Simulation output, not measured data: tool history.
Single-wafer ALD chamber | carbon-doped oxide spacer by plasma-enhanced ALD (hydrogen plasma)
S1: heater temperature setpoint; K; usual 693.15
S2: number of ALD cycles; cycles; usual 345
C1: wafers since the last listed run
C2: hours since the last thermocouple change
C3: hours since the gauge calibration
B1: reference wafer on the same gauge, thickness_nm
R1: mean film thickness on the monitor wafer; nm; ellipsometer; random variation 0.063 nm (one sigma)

run,day,S1,S2,C1,C2,C3,B1,R1
1,0,693.15,345,0,1276.8,231.8,16.598,16.433
2,0.65,693.15,345,17,1292.4,247.4,16.59,16.417
3,1.058,693.15,345,11,1302.2,257.2,16.604,16.45
4,1.504,693.15,345,12,1312.9,267.9,16.598,16.347
5,1.821,684.15,396,8,1320.5,275.5,16.604,19.369
6,2.346,684.15,396,14,1333.1,288.1,16.604,19.267
7,3.042,684.15,396,18,1349.8,304.8,16.592,19.461
8,3.504,693.15,345,12,1360.9,315.9,16.594,16.393
9,3.775,693.15,345,7,1367.4,322.4,16.604,16.366
10,4.079,699.15,345,8,1374.7,329.7,16.61,16.143
11,4.512,699.15,345,11,1385.1,340.1,16.604,16.224
12,5.179,693.15,345,18,1401.1,356.1,16.618,16.44
13,5.525,693.15,345,9,1409.4,364.4,16.599,16.386
14,5.929,693.15,345,10,1419.1,374.1,16.607,16.46
15,6.283,693.15,381,9,1427.6,382.6,16.606,18.118
16,6.808,682.15,379,14,1440.2,395.2,16.607,18.72
# day 6.971: gauge calibrated
17,7.212,688.15,345,10,1449.9,5.8,16.6,16.657
18,7.858,686.15,402,17,1465.4,21.3,16.597,19.601
19,8.204,693.15,345,9,1473.7,29.6,16.593,16.413
20,8.558,678.15,345,9,1482.2,38.1,16.595,17.18
21,8.812,697.15,310,6,1488.3,44.2,16.598,14.503

Run 22 comes next. What will it give?
22,9.562,693.15,345,20,1506.3,62.2,?,?

Run 22 gave B1 16.597, R1 16.394 nm.
Without the tool's hidden state the same run would have given R1 16.394 nm.

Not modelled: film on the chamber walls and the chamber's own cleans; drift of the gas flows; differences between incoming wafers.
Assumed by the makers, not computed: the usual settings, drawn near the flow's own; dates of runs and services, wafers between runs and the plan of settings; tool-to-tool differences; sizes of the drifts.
